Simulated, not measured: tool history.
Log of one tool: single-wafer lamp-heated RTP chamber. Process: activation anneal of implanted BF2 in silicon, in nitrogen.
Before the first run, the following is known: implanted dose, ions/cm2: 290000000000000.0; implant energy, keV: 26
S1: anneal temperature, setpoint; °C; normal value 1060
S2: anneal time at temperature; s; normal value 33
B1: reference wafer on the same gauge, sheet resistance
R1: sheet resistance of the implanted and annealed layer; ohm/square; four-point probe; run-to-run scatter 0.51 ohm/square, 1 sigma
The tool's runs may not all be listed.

run,hour,S1,S2,B1,R1
1,0.0,1060,33,291.01,337.79
2,19.1,1060,33,290.97,337.79
3,53.1,1060,33,290.99,337.94
4,73.7,1060,26,291.05,342.41
5,101.1,1060,33,291.01,339.63
6,135.1,1072,33,291.04,337.44
7,157.8,1072,33,291.01,337.41
8,173.3,1060,33,291.03,339.54
9,192.8,1060,33,291.03,338.55
10,220.4,1060,33,291.12,339.40
11,247.7,1060,33,291.10,337.85
12,263.5,1060,33,290.97,339.48
13,285.6,1060,24,291.00,342.28
14,305.5,1060,33,291.00,337.72
15,335.0,1035,23,290.98,346.70
16,438.3,1071,22,290.99,340.71
17,456.6,1045,33,291.04,343.96
18,473.1,1031,23,290.88,347.71
19,493.3,1086,33,290.96,333.97
20,520.2,1060,27,290.96,342.68
21,541.1,1036,44,291.05,340.68
22,553.3,1060,33,291.03,338.70
23,572.1,1060,33,290.88,339.48
24,602.0,1034,28,291.18,345.65
25,614.4,1060,33,290.92,339.14

Between the runs listed above, the log contained 4 entries, not reproduced here. Where in the sequence does each belong, and how does what the log doesn't record of the tool's condition differ from the listed run before to the listed run after?
Logged between run 3 and run 4: pyrometer window cleaned and pyrometer calibrated (hour 62.9)
  true wafer temperature minus pyrometer reading, K: 15.9 -> 1.54
  measured value less the no-hidden-state value, R1: -3.42 -> -0.27 ohm/square
Logged between run 14 and run 15: gauge calibrated (hour 311.3)
  true wafer temperature minus pyrometer reading, K: 9.41 -> 10.4
  measured value less the no-hidden-state value, R1: -1.96 -> -1.23 ohm/square
Logged between run 15 and run 16: reflector plate cleaned (hour 398.1)
  true wafer temperature minus pyrometer reading, K: 10.4 -> 13.9
  measured value less the no-hidden-state value, R1: -1.23 -> -2.65 ohm/square
Logged between run 16 and run 17: pyrometer window cleaned and pyrometer calibrated (hour 456.1)
  true wafer temperature minus pyrometer reading, K: 13.9 -> 0.863
  measured value less the no-hidden-state value, R1: -2.65 -> -0.14 ohm/square

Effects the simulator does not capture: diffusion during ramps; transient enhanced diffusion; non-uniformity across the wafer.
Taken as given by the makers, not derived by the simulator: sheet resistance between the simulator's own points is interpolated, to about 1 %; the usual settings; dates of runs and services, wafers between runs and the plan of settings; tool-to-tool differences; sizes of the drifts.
